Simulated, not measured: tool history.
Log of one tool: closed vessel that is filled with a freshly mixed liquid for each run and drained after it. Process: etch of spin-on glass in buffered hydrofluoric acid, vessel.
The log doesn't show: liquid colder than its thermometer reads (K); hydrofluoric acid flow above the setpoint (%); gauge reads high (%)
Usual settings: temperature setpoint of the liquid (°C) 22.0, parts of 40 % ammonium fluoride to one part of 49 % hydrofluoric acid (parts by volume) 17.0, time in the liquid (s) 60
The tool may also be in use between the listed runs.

| run | hour | temperature setpoint of the liquid (°C) | parts of 40 % ammonium fluoride to one part of 49 % hydrofluoric acid (parts by volume) | time in the liquid (s) | wafers since the last listed run | hours since the thermometer was replaced | hours since the hydrofluoric acid flow meter was replaced | hours since the gauge calibration | read-back film thickness of the spin-on glass reference wafer, read on the same gauge (nm) | thickness taken off the spin-on glass on a monitor wafer (angstrom) |
|---|---|---|---|---|---|---|---|---|---|---|
| 1 | 0.0 | 22.0 | 13.0 | 60 | 0 | 2062.0 | 563.5 | 125.9 | 119.98 | 908.2 |
| 2 | 45.8 | 22.0 | 13.0 | 60 | 3563 | 2107.8 | 609.3 | 171.7 | 119.97 | 893.3 |
| 3 | 113.9 | 22.0 | 17.0 | 60 | 5298 | 2175.9 | 677.4 | 239.8 | 120.06 | 706.3 |
| 4 | 167.5 | 22.0 | 17.0 | 60 | 4170 | 2229.5 | 731.0 | 293.4 | 120.01 | 694.3 |
| 5 | 226.6 | 22.0 | 17.0 | 60 | 4598 | 2288.6 | 790.1 | 352.5 | 120.04 | 692.4 |
| 6 | 284.7 | 22.0 | 17.0 | 60 | 4520 | 2346.7 | 848.2 | 410.6 | 119.97 | 698.2 |
| 7 | 351.4 | 22.0 | 17.0 | 60 | 5189 | 2413.4 | 914.9 | 477.3 | 119.98 | 707.0 |
| 8 | 380.6 | 22.0 | 17.0 | 60 | 2271 | 2442.6 | 944.1 | 506.5 | 120.07 | 695.1 |
| 9 | 447.5 | 24.0 | 17.0 | 60 | 5205 | 2509.5 | 1011.0 | 573.4 | 120.02 | 785.7 |
| 10 | 497.7 | 19.0 | 20.0 | 95 | 3905 | 2559.7 | 1061.2 | 623.6 | 120.03 | 792.7 |
| 11 | 551.5 | 26.0 | 22.5 | 30 | 4185 | 2613.5 | 1115.0 | 677.4 | 120.03 | 334.9 |
|  | 554.7 | gauge calibrated |
|  | 567.2 | hydrofluoric acid flow meter replaced |
| 12 | 599.5 | 22.0 | 22.5 | 60 | 3656 | 2661.5 | 32.3 | 44.8 | 120.05 | 497.3 |
|  | 653.8 | thermometer replaced |
| 13 | 657.3 | 26.0 | 14.5 | 50 | 4419 | 3.5 | 90.1 | 102.6 | 119.98 | 925.1 |
| 14 | 695.7 | 22.0 | 17.0 | 60 | 2987 | 41.9 | 128.5 | 141.0 | 120.02 | 755.6 |
| 15 | 719.7 | 23.5 | 19.5 | 60 | 1867 | 65.9 | 152.5 | 165.0 | 119.97 | 721.1 |
| 16 | 768.8 | 20.0 | 14.5 | 35 | 3820 | 115.0 | 201.6 | 214.1 | 120.02 | 467.4 |
| 17 | 820.5 | 19.5 | 13.0 | 35 | 4022 | 166.7 | 253.3 | 265.8 | 120.01 | 508.0 |
| 18 | 874.2 | 19.0 | 17.0 | 80 | 4178 | 220.4 | 307.0 | 319.5 | 119.98 | 869.9 |

3 ways to go on from here, each from the tool as it stands after run 18. What would each give?
| A | 874.9 | 22.0 | 17.0 | 40 | 54 | 221.1 | 307.7 | 320.2 | ? | ? |
| B | 874.9 | 22.0 | 11.0 | 60 | 54 | 221.1 | 307.7 | 320.2 | ? | ? |
| C | 874.9 | 24.0 | 17.0 | 50 | 54 | 221.1 | 307.7 | 320.2 | ? | ? |

| run | read-back film thickness of the spin-on glass reference wafer, read on the same gauge (nm) | thickness taken off the spin-on glass on a monitor wafer (angstrom) |
|---|---|---|
| A | 120.00 | 515.3 |
| B | 120.00 | 1184.0 |
| C | 120.00 | 719.2 |
Without the tool's hidden state the same runs would have given:
| run | thickness taken off the spin-on glass on a monitor wafer (angstrom) |
|---|---|
| A | 498.1 |
| B | 1145.1 |
| C | 695.0 |

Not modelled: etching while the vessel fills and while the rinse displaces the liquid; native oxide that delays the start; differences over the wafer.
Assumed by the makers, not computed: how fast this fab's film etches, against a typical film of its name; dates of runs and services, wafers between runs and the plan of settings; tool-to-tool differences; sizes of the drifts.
